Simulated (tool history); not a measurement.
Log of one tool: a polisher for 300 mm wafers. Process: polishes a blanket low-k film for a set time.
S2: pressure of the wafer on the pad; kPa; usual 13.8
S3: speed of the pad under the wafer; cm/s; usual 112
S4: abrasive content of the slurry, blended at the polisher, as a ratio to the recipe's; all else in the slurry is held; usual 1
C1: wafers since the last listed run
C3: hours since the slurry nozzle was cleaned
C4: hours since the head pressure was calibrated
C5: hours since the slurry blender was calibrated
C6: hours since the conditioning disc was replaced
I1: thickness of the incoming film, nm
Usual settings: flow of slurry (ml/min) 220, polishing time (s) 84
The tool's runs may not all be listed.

Run 1, hour 0: usual settings; C1 0; wafers polished on this pad 1032; C3 193.5; C4 309.1; C5 238.3; C6 74.3; I1 541.2. Result: film removed (Å) 308.
Run 2, hour 39.4: usual settings; C1 436; wafers polished on this pad 1468; C3 232.9; C4 348.5; C5 277.7; C6 113.7; I1 541.8. Result: film removed (Å) 305.
At hour 216.8: head pressure recalibrated.
Run 3, hour 234.5: usual settings; C1 2139; wafers polished on this pad 3608; C3 428; C4 17.7; C5 472.8; C6 308.8; I1 542.8. Result: film removed (Å) 301.
At hour 259.1: slurry nozzle cleaned.
Run 4, hour 259.6: usual settings but S3 122 cm/s; C1 267; wafers polished on this pad 3875; C3 0.5; C4 42.8; C5 497.9; C6 333.9; I1 541.2. Result: film removed (Å) 318.
At hour 276: slurry blender recalibrated.
Run 5, hour 286.2: usual settings; C1 272; wafers polished on this pad 4147; C3 27.1; C4 69.4; C5 10.2; C6 360.5; I1 540. Result: film removed (Å) 332.
At hour 295: worn pad replaced by a new one.
At hour 325.9: conditioning disc replaced and pad reconditioned.
Run 6, hour 342.2: usual settings but polishing time (s) 69; C1 553; wafers polished on this pad 500; C3 83.1; C4 125.4; C5 66.2; C6 16.3; I1 545.1. Result: film removed (Å) 264.
Run 7, hour 407.9: usual settings but flow of slurry (ml/min) 160, S4 1.1, polishing time (s) 62; C1 727; wafers polished on this pad 1228; C3 148.8; C4 191.1; C5 131.9; C6 82; I1 532. Result: film removed (Å) 234.
Run 8, hour 451.8: usual settings but polishing time (s) 67; C1 486; wafers polished on this pad 1714; C3 192.7; C4 235; C5 175.8; C6 125.9; I1 540.2. Result: film removed (Å) 246.
Run 9, hour 498.9: usual settings but S2 15.9 kPa, S3 96 cm/s, S4 1.25, polishing time (s) 104; C1 521; wafers polished on this pad 2236; C3 239.8; C4 282.1; C5 222.9; C6 173; I1 538.8. Result: film removed (Å) 436.
Run 10, hour 560.8: usual settings; C1 685; wafers polished on this pad 2922; C3 301.7; C4 344; C5 284.8; C6 234.9; I1 544.6. Result: film removed (Å) 306.
Run 11, hour 617.5: usual settings but flow of slurry (ml/min) 245; C1 628; wafers polished on this pad 3550; C3 358.4; C4 400.7; C5 341.5; C6 291.6; I1 542.1. Result: film removed (Å) 305.
Run 12, hour 643.9: usual settings but S2 11.7 kPa, polishing time (s) 93; C1 292; wafers polished on this pad 3843; C3 384.8; C4 427.1; C5 367.9; C6 318; I1 544. Result: film removed (Å) 285.
Run 13, hour 702.2: usual settings; C1 645; wafers polished on this pad 4488; C3 443.1; C4 485.4; C5 426.2; C6 376.3; I1 536.4. Result: film removed (Å) 301.
At hour 717.7: worn pad replaced by a new one.
At hour 723.2: slurry nozzle cleaned.
At hour 737.7: head pressure recalibrated.
Run 14, hour 740.9: usual settings but S4 0.85; C1 351; wafers polished on this pad 224; C3 17.7; C4 3.2; C5 464.9; C6 415; I1 538.9. Result: film removed (Å) 286.
At hour 770.4: conditioning disc replaced and pad reconditioned.
At hour 837.7: slurry blender recalibrated.
Run 15, hour 901.1: usual settings but S2 17.2 kPa, S3 82 cm/s, S4 1.15, polishing time (s) 62; C1 1730; wafers polished on this pad 1954; C3 177.9; C4 163.4; C5 63.4; C6 130.7; I1 531.5. Result: film removed (Å) 263.
Run 16, hour 946.2: usual settings but polishing time (s) 99; C1 499; wafers polished on this pad 2454; C3 223; C4 208.5; C5 108.5; C6 175.8; I1 534.6. Result: film removed (Å) 371.
Run 17, hour 1001.7: usual settings but S4 0.9; C1 614; wafers polished on this pad 3069; C3 278.5; C4 264; C5 164; C6 231.3; I1 543.8. Result: film removed (Å) 303.
Run 18, hour 1044.1: usual settings but polishing time (s) 73; C1 469; wafers polished on this pad 3539; C3 320.9; C4 306.4; C5 206.4; C6 273.7; I1 543. Result: film removed (Å) 268.
Run 19, hour 1081: usual settings but flow of slurry (ml/min) 185, S2 9 kPa; C1 408; wafers polished on this pad 3947; C3 357.8; C4 343.3; C5 243.3; C6 310.6; I1 535.9. Result: film removed (Å) 193.
Run 20, hour 1111.2: usual settings but flow of slurry (ml/min) 260; C1 334; wafers polished on this pad 4282; C3 388; C4 373.5; C5 273.5; C6 340.8; I1 535.8. Result: film removed (Å) 310.
At hour 1128.9: worn pad replaced by a new one.
Run 21, hour 1151.4: usual settings but S2 9.7 kPa; C1 401; wafers polished on this pad 249; C3 428.2; C4 413.7; C5 313.7; C6 381; I1 533.2. Result: film removed (Å) 211.
At hour 1171.9: conditioning disc replaced and pad reconditioned.
Run 22, hour 1187.6: usual settings; C1 378; wafers polished on this pad 628; C3 464.4; C4 449.9; C5 349.9; C6 15.7; I1 539.8. Result: film removed (Å) 303.
At hour 1202.2: head pressure recalibrated.
At hour 1227.3: slurry nozzle cleaned.
Run 23, hour 1232.4: usual settings but S2 9 kPa; C1 463; wafers polished on this pad 1091; C3 5.1; C4 30.2; C5 394.7; C6 60.5; I1 533.1. Result: film removed (Å) 194.
At hour 1282.6: slurry blender recalibrated.
Run 24, hour 1297.6: usual settings; C1 700; wafers polished on this pad 1791; C3 70.3; C4 95.4; C5 15; C6 125.7; I1 546.2. Result: film removed (Å) 324.

Measured less the same run without the tool's hidden state. The same run-to-run variation is in both; the gauge's scatter may not be:
The hidden state here: removal rate lost through wear of the pad, %; slurry flow missing at the pad, %; deviation of the head's pressure from its setpoint, %; abrasive missing from the slurry, %; time polished since the conditioner stopped cutting, s.
run  film removed (Å)
  1               -26
  2               -27
  3               -32
  4               -34
  5                -3
  6               -10
  7               -14
  8               -18
  9               -33
 10               -28
 11               -31
 12               -29
 13               -32
 14               -33
 15                -9
 16               -21
 17               -23
 18               -23
 19               -18
 20               -30
 21               -22
 22               -32
 23               -21
 24                -6

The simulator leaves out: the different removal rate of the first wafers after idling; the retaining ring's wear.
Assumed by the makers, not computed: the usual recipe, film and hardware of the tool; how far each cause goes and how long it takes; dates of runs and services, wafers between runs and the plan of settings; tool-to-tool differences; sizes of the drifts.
